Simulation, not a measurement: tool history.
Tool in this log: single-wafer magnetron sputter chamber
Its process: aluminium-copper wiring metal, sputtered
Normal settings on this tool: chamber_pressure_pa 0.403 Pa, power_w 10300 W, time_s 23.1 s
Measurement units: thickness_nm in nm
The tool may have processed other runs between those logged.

run,day,chamber_pressure_pa,power_w,time_s,wafers since the last listed run,wafers on the sputter target,hours since the last manometer calibration,hours since the magnet pack was replaced,hours since the gauge calibration,"read-back reference wafer on the same gauge, thickness_nm",thickness_nm
1,0,0.287,10300,21.2,0,883,1780.8,7855,1.9,465.778,471.287
2,1.062,0.287,10300,21.2,559,1443,1806.3,7880.5,27.4,467.075,465.033
3,1.792,0.287,10300,21.2,384,1827,1823.8,7898,44.9,465.593,465.895
4,2.925,0.403,10300,23.1,597,2424,1851,7925.2,72.1,466.139,469.042
5,4.296,0.403,10300,23.1,722,3146,1883.9,7958.1,105,465.412,460.768
6,4.879,0.403,10300,23.1,307,3454,1897.9,7972.1,119,465.884,460.975
7,5.675,0.403,10300,21.8,419,3873,1917,7991.2,138.1,466.311,436.721
# day 6.696: magnet pack replaced
8,7.146,0.403,10300,21.8,599,4472,1952.3,10.8,173.4,466.25,432.537
# day 7.525: sputter target and shields replaced
9,7.808,0.403,10300,21.9,173,148,1968.2,26.7,189.3,465.234,449.236
10,8.508,0.517,10300,23.1,368,517,1985,43.5,206.1,466.099,444.339
11,9.571,0.403,10300,23.1,559,1077,2010.5,69,231.6,466.458,470.172
# day 10.45: gauge calibrated
12,10.729,0.403,10300,20.9,610,1687,2038.3,96.8,6.7,464.516,425.979
# day 11.167: capacitance manometer re-zeroed and calibrated
13,11.6,0.295,11300,20.2,283,1970,10.4,117.7,27.6,466.76,467.28
14,12.55,0.325,11550,21,500,2471,33.2,140.5,50.4,466.516,479.456
15,13.879,0.562,8200,23.1,700,3171,65.1,172.4,82.3,465.511,356.967
16,14.562,0.403,10300,23.1,360,3531,81.5,188.8,98.7,465.466,459.374
17,15.754,0.495,11100,18.6,627,4159,110.1,217.4,127.3,464.946,366.285

Hidden condition of the tool, last listed run before each entry between runs versus first listed run after:
Logged between run 7 and run 8: magnet pack replaced (day 6.696)
  deposition rate above that of a new target (%): -5.11 -> -6.1
  measured minus no-state result, thickness_nm: -23.494 -> -28.095 nm
Logged between run 8 and run 9: sputter target and shields replaced (day 7.525)
  deposition rate above that of a new target (%): -6.1 -> -1.21
  measured minus no-state result, thickness_nm: -28.095 -> -5.481 nm
Logged between run 11 and run 12: gauge calibrated (day 10.45)
  deposition rate above that of a new target (%): -2.4 -> -3.18
  measured minus no-state result, thickness_nm: -11.545 -> -13.989 nm
Logged between run 12 and run 13: capacitance manometer re-zeroed and calibrated (day 11.167)
  deposition rate above that of a new target (%): -3.18 -> -3.77
  measured minus no-state result, thickness_nm: -13.989 -> -18.297 nm
